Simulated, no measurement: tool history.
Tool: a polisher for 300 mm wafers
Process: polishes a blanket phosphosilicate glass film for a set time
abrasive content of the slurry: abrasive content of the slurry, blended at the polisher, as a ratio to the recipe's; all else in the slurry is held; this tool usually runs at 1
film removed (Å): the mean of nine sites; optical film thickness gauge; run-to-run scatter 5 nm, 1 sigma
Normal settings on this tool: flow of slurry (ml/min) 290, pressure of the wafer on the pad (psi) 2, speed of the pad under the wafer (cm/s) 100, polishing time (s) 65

run,hour,flow of slurry (ml/min),pressure of the wafer on the pad (psi),speed of the pad under the wafer (cm/s),abrasive content of the slurry,polishing time (s),wafers since the last listed run,wafers polished on this pad,hours since the slurry nozzle was cleaned,hours since the head pressure was calibrated,hours since the slurry blender was calibrated,hours since the conditioning disc was replaced,"incoming thickness of the incoming film, nm",film removed (Å)
1,0,290,2,100,1,65,0,320,60.2,65.6,284.7,112.3,2366.4,3373
2,11.6,290,2,100,1,65,122,443,71.8,77.2,296.3,123.9,2403.5,3341
3,23.9,290,2,100,1,65,130,573,84.1,89.5,308.6,136.2,2424.7,3395
4,35.6,290,2,100,1,65,124,697,95.8,101.2,320.3,147.9,2458.8,3363
5,50,330,1.7,130,1,55,152,850,110.2,115.6,334.7,162.3,2421.5,2912
6,60.3,290,2.6,122,1,74,109,959,120.5,125.9,345,172.6,2415.5,5599
7,68.2,370,1.5,100,1,73,83,1043,128.4,133.8,352.9,180.5,2428.2,2880
# hour 75.6: worn pad replaced by a new one, of another model than before
8,82.7,290,1.3,100,1,55,111,74,142.9,148.3,367.4,195,2454.9,2361
9,90.2,210,2.7,100,1,48,79,154,150.4,155.8,374.9,202.5,2434.9,2690
# hour 92.6: slurry blender recalibrated
10,102.4,215,1.6,100,0.75,80,108,262,162.6,168,9.8,214.7,2394.8,3231
11,117,230,2,100,0.8,65,154,417,177.2,182.6,24.4,229.3,2406.3,3088
12,126.1,290,2,100,1,65,96,513,186.3,191.7,33.5,238.4,2440.1,3478
13,140.1,340,2,78,1.1,45,148,662,200.3,205.7,47.5,252.4,2420.9,2047
14,149.3,205,2.2,100,1.15,65,97,759,209.5,214.9,56.7,261.6,2384.7,3635
15,159.1,365,2,90,1.3,88,103,863,219.3,224.7,66.5,271.4,2407.2,4863
# hour 192.1: worn pad replaced by a new one
16,197.7,290,2,100,1.25,82,366,59,257.9,263.3,105.1,310,2432,4826
# hour 199.9: conditioning disc replaced and pad reconditioned
17,214,210,2.7,100,1,48,151,210,274.2,279.6,121.4,14.1,2405.3,2846
18,228.5,290,2,116,1.2,65,153,364,288.7,294.1,135.9,28.6,2405.7,4263
19,245.4,290,2,72,1,65,179,543,305.6,311,152.8,45.5,2432.3,2527
20,260.8,290,2,100,1,65,163,706,321,326.4,168.2,60.9,2445.1,3473
21,277.4,195,2.4,112,1,65,175,882,337.6,343,184.8,77.5,2432,4013
22,285.4,290,2,100,1,65,84,967,345.6,351,192.8,85.5,2447.2,3410
23,295.8,290,2.7,114,1,65,110,1077,356,361.4,203.2,95.9,2433.7,4586
# hour 300.7: worn pad replaced by a new one
24,303.9,380,1.5,100,1,43,43,34,364.1,369.5,211.3,104,2413.6,2030
25,321.3,290,2,100,1,65,184,218,381.5,386.9,228.7,121.4,2433.6,3439
26,328.9,290,2,136,1,65,80,299,389.1,394.5,236.3,129,2422.1,4481

Branching from run 26: 4 alternative next runs. What would each branch give?
A,329.3,290,2,100,1,65,4,303,389.5,394.9,236.7,129.4,2416.6,?
B,329.3,290,2,100,1,82,4,303,389.5,394.9,236.7,129.4,2416.6,?
C,329.3,260,2,100,1,73,4,303,389.5,394.9,236.7,129.4,2416.6,?
D,329.3,290,1.4,100,0.75,65,4,303,389.5,394.9,236.7,129.4,2416.6,?

run,film removed (Å)
A,3421
B,4316
C,3787
D,2556
With no hidden state in the tool, these same runs would have given:
run,film removed (Å)
A,3532
B,4456
C,3911
D,2652
